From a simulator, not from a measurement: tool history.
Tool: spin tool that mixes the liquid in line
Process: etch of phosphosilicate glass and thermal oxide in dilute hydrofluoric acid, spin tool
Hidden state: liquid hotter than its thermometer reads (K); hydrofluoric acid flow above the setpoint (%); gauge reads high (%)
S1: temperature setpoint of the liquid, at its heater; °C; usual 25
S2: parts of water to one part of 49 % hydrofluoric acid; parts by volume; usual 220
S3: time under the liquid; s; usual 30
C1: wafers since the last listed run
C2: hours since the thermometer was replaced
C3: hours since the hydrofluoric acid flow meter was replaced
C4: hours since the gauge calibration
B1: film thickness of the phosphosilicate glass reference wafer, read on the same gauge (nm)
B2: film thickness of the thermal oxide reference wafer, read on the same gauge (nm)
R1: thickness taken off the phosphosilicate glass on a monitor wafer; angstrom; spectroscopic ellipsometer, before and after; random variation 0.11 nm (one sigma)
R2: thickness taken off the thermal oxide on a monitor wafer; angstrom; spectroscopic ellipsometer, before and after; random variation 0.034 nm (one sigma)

| run | hour | S1 | S2 | S3 | C1 | C2 | C3 | C4 | B1 | B2 | R1 | R2 |
|---|---|---|---|---|---|---|---|---|---|---|---|---|
| 1 | 0 | 21.5 | 220 | 20 | 0 | 830.6 | 1477.6 | 196.1 | 149.98 | 59.988 | 101 | 4.11 |
| 2 | 15.4 | 21.5 | 220 | 20 | 166 | 846 | 1493 | 211.5 | 150.03 | 60.006 | 102.3 | 4.04 |
| 3 | 33.2 | 25 | 220 | 30 | 191 | 863.8 | 1510.8 | 229.3 | 149.99 | 60.004 | 172.4 | 6.88 |
| 4 | 48.5 | 25 | 220 | 30 | 164 | 879.1 | 1526.1 | 244.6 | 150.01 | 59.972 | 174.3 | 7.13 |
|  | 55.7 | thermometer replaced |
| 5 | 63.8 | 25 | 220 | 30 | 154 | 8.1 | 1541.4 | 259.9 | 150.02 | 59.985 | 183.1 | 7.65 |
| 6 | 80.7 | 25 | 220 | 30 | 182 | 25 | 1558.3 | 276.8 | 150 | 59.974 | 183 | 7.45 |
| 7 | 97.3 | 25 | 220 | 30 | 178 | 41.6 | 1574.9 | 293.4 | 150.01 | 59.991 | 183.2 | 7.18 |
| 8 | 104.4 | 25 | 220 | 30 | 76 | 48.7 | 1582 | 300.5 | 149.99 | 59.977 | 181.4 | 7.99 |
|  | 115.3 | thermometer replaced, repeated, since the last time left the tool worse |
| 9 | 119.3 | 25 | 220 | 30 | 149 | 4 | 1596.9 | 315.4 | 149.98 | 59.995 | 163.5 | 6.93 |
|  | 137.7 | hydrofluoric acid flow meter replaced |
| 10 | 143.6 | 25 | 220 | 30 | 251 | 28.3 | 5.9 | 339.7 | 150.03 | 60.029 | 164.7 | 7.13 |
| 11 | 150.2 | 25 | 220 | 30 | 71 | 34.9 | 12.5 | 346.3 | 150.02 | 59.988 | 164.4 | 6.93 |
| 12 | 165.4 | 21.5 | 295 | 30 | 163 | 50.1 | 27.7 | 361.5 | 150 | 59.99 | 99.5 | 4.26 |
| 13 | 174 | 30 | 135 | 25 | 92 | 58.7 | 36.3 | 370.1 | 149.99 | 60.02 | 295.4 | 13.21 |
| 14 | 191.7 | 27 | 220 | 15 | 190 | 76.4 | 54 | 387.8 | 150.02 | 60.005 | 88.8 | 3.88 |
| 15 | 198.4 | 20.5 | 220 | 30 | 72 | 83.1 | 60.7 | 394.5 | 149.99 | 60.01 | 138.8 | 5.64 |
| 16 | 212.7 | 22.5 | 265 | 30 | 154 | 97.4 | 75 | 408.8 | 150.01 | 60.02 | 118.9 | 5.56 |
| 17 | 229.3 | 29 | 120 | 15 | 178 | 114 | 91.6 | 425.4 | 150.02 | 59.971 | 196.3 | 8.61 |
|  | 244 | gauge calibrated |
| 18 | 245.8 | 25 | 220 | 30 | 177 | 130.5 | 108.1 | 1.8 | 149.99 | 60.011 | 166.3 | 6.87 |
| 19 | 253.2 | 25 | 135 | 30 | 79 | 137.9 | 115.5 | 9.2 | 149.97 | 59.989 | 294.7 | 11.17 |
| 20 | 267 | 29.5 | 155 | 40 | 148 | 151.7 | 129.3 | 23 | 150.01 | 60.015 | 395 | 16.14 |
| 21 | 273.5 | 25 | 160 | 30 | 70 | 158.2 | 135.8 | 29.5 | 150.01 | 60.014 | 243.8 | 10.17 |
| 22 | 288.4 | 25 | 250 | 15 | 160 | 173.1 | 150.7 | 44.4 | 150.01 | 59.994 | 70.6 | 2.72 |
| 23 | 303.4 | 28 | 220 | 30 | 161 | 188.1 | 165.7 | 59.4 | 150 | 60.016 | 183.5 | 8.04 |
| 24 | 318.3 | 25 | 220 | 30 | 160 | 203 | 180.6 | 74.3 | 149.98 | 60.011 | 166.9 | 6.67 |
| 25 | 327.6 | 25 | 220 | 30 | 100 | 212.3 | 189.9 | 83.6 | 149.99 | 60.013 | 166.1 | 6.5 |

5 ways to go on from here, each from the tool as it stands after run 25. What would each give?
| A | 328 | 25 | 220 | 30 | 4 | 212.7 | 190.3 | 84 | ? | ? | ? | ? |
| B | 328 | 21.5 | 260 | 30 | 4 | 212.7 | 190.3 | 84 | ? | ? | ? | ? |
| C | 328 | 22.5 | 170 | 50 | 4 | 212.7 | 190.3 | 84 | ? | ? | ? | ? |
| D | 328 | 28 | 275 | 20 | 4 | 212.7 | 190.3 | 84 | ? | ? | ? | ? |
| E | 328 | 22.5 | 300 | 40 | 4 | 212.7 | 190.3 | 84 | ? | ? | ? | ? |

| run | B1 | B2 | R1 | R2 |
|---|---|---|---|---|
| A | 150.02 | 60.023 | 164.8 | 7.28 |
| B | 150.02 | 60.023 | 117.9 | 5.21 |
| C | 150.02 | 60.023 | 342.2 | 15.12 |
| D | 150.02 | 60.023 | 91.8 | 4.06 |
| E | 150.02 | 60.023 | 135.9 | 6.01 |
Without the tool's hidden state the same runs would have given:
| run | R1 | R2 |
|---|---|---|
| A | 161.3 | 7.13 |
| B | 115.4 | 5.1 |
| C | 334.5 | 14.78 |
| D | 90 | 3.98 |
| E | 133.1 | 5.88 |

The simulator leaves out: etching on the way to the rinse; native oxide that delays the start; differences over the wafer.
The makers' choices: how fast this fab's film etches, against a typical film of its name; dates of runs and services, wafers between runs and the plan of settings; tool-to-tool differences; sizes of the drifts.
